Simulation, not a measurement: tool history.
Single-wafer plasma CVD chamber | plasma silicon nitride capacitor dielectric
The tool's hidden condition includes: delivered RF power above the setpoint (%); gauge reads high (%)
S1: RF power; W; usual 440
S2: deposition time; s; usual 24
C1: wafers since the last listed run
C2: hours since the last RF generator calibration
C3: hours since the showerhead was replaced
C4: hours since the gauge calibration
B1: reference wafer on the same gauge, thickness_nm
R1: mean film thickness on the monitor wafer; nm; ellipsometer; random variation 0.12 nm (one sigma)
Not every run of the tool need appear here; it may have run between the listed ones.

run 1 day=0 | S1=440 S2=23 | C1=0 C2=1396.9 C3=4836.6 C4=184.5 | B1=37.253 | R1=34.277
run 2 day=2.321 | S1=440 S2=23 | C1=1329 C2=1452.6 C3=4892.3 C4=240.2 | B1=37.077 | R1=33.833
run 3 day=5.258 | S1=440 S2=24 | C1=1682 C2=1523.1 C3=4962.8 C4=310.7 | B1=37.028 | R1=35.664
run 4 day=8.108 | S1=440 S2=24 | C1=1632 C2=1591.5 C3=5031.2 C4=379.1 | B1=36.997 | R1=35.426
run 5 day=9.217 | S1=440 S2=24 | C1=634 C2=1618.1 C3=5057.8 C4=405.7 | B1=36.964 | R1=35.374
run 6 day=12.192 | S1=440 S2=24 | C1=1704 C2=1689.5 C3=5129.2 C4=477.1 | B1=36.962 | R1=35.371
-- day=12.933 gauge calibrated
run 7 day=14.958 | S1=460 S2=26 | C1=1585 C2=1755.9 C3=5195.6 C4=48.6 | B1=37.348 | R1=39.022
-- day=16.333 RF generator calibrated
run 8 day=17.821 | S1=465 S2=22.7 | C1=1448 C2=35.7 C3=5264.3 C4=117.3 | B1=37.261 | R1=34.237
run 9 day=19.738 | S1=500 S2=19.3 | C1=1098 C2=81.7 C3=5310.3 C4=163.3 | B1=37.28 | R1=29.725
-- day=20.721 showerhead replaced
run 10 day=21.308 | S1=440 S2=19.9 | C1=708 C2=119.4 C3=14.1 C4=201 | B1=37.232 | R1=29.462
run 11 day=27.558 | S1=440 S2=24 | C1=3580 C2=269.4 C3=164.1 C4=351 | B1=37.107 | R1=35.495
run 12 day=29.475 | S1=490 S2=24 | C1=1098 C2=315.4 C3=210.1 C4=397 | B1=37.014 | R1=36.48
run 13 day=31.292 | S1=500 S2=27.9 | C1=1040 C2=359 C3=253.7 C4=440.6 | B1=36.996 | R1=42.548
-- day=32.021 gauge calibrated
run 14 day=32.771 | S1=440 S2=19.7 | C1=847 C2=394.5 C3=289.2 C4=18 | B1=37.307 | R1=29.373

Below are 5 alternative next runs, each starting from the tool's condition after run 14. Predict each:
run A day=32.788 | S1=440 S2=22.6 | C1=9 C2=394.9 C3=289.6 C4=18.4 | B1=? | R1=?
run B day=32.788 | S1=475 S2=27.4 | C1=9 C2=394.9 C3=289.6 C4=18.4 | B1=? | R1=?
run C day=32.788 | S1=440 S2=19.4 | C1=9 C2=394.9 C3=289.6 C4=18.4 | B1=? | R1=?
run D day=32.788 | S1=485 S2=20.3 | C1=9 C2=394.9 C3=289.6 C4=18.4 | B1=? | R1=?
run E day=32.788 | S1=440 S2=25.3 | C1=9 C2=394.9 C3=289.6 C4=18.4 | B1=? | R1=?

run=A B1=37.37 R1=33.571
run=B B1=37.37 R1=41.545
run=C B1=37.37 R1=28.817
run=D B1=37.37 R1=30.953
run=E B1=37.37 R1=37.581
Take away the tool's hidden state, keep each run's random variation, and the runs would have read:
run=A R1=33.616
run=B R1=41.602
run=C R1=28.857
run=D R1=30.996
run=E R1=37.633
